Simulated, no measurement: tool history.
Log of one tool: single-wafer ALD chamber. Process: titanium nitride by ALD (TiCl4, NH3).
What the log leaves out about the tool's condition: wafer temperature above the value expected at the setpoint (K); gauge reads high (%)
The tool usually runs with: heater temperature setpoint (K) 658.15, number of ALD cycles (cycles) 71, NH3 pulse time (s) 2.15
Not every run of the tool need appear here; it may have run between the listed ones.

run   hour  heater temperature setpoint (K)  number of ALD cycles (cycles)  NH3 pulse time (s)  wafers since the last listed run  hours since the last thermocouple change  hours since the showerhead was replaced  hours since the gauge calibration  read-back reference wafer on the same gauge, thickness_nm  mean film thickness on the monitor wafer (angstrom)
  1    0.0                           658.15                             71                2.55                                 0                                    1246.7                                   4373.8                              214.2                                                      1.391                                                14.14
  2    6.6                           658.15                             71                2.55                                22                                    1253.3                                   4380.4                              220.8                                                      1.390                                                14.24
       9.6  -- gauge calibrated
  3   13.1                           658.15                             71                2.60                                21                                    1259.8                                   4386.9                                3.5                                                      1.390                                                14.22
  4   21.0                           658.15                             71                2.15                                26                                    1267.7                                   4394.8                               11.4                                                      1.390                                                14.16
  5   28.9                           658.15                             71                2.15                                26                                    1275.6                                   4402.7                               19.3                                                      1.390                                                14.13
  6   44.2                           658.15                             71                2.15                                51                                    1290.9                                   4418.0                               34.6                                                      1.390                                                14.10
  7   51.6                           658.15                             71                2.15                                24                                    1298.3                                   4425.4                               42.0                                                      1.391                                                14.12
  8   61.9                           658.15                             71                2.15                                34                                    1308.6                                   4435.7                               52.3                                                      1.390                                                14.12
  9   75.3                           658.15                             71                2.15                                45                                    1322.0                                   4449.1                               65.7                                                      1.390                                                14.12
 10   81.8                           658.15                             71                2.15                                21                                    1328.5                                   4455.6                               72.2                                                      1.391                                                14.13
 11   95.6                           658.15                             71                2.15                                46                                    1342.3                                   4469.4                               86.0                                                      1.390                                                14.12
 12  101.9                           658.15                             71                2.15                                21                                    1348.6                                   4475.7                               92.3                                                      1.389                                                14.14
 13  110.3                           645.15                             76                2.73                                28                                    1357.0                                   4484.1                              100.7                                                      1.390                                                15.14
     121.9  -- thermocouple changed; heater temperature recalibrated
 14  122.4                           647.15                             65                2.15                                13                                       0.5                                   4496.2                              112.8                                                      1.390                                                12.86
     132.8  -- showerhead replaced
 15  135.7                           651.15                             62                2.45                                17                                      13.8                                      2.9                              126.1                                                      1.390                                                12.34
 16  151.8                           664.15                             71                2.40                                54                                      29.9                                     19.0                              142.2                                                      1.389                                                14.26
 17  160.8                           658.15                             71                2.15                                30                                      38.9                                     28.0                              151.2                                                      1.390                                                14.15
 18  177.9                           669.15                             71                2.15                                57                                      56.0                                     45.1                              168.3                                                      1.390                                                14.21
 19  189.6                           658.15                             71                2.15                                39                                      67.7                                     56.8                              180.0                                                      1.390                                                14.18

What will run 20 give?
 20  195.7                           668.15                             71                2.15                                20                                      73.8                                     62.9                              186.1                                                          ?                                                    ?

read-back reference wafer on the same gauge, thickness_nm: 1.391
mean film thickness on the monitor wafer (angstrom): 14.24
Had the tool carried no hidden state, the very same run would have given mean film thickness on the monitor wafer (angstrom) 14.24.
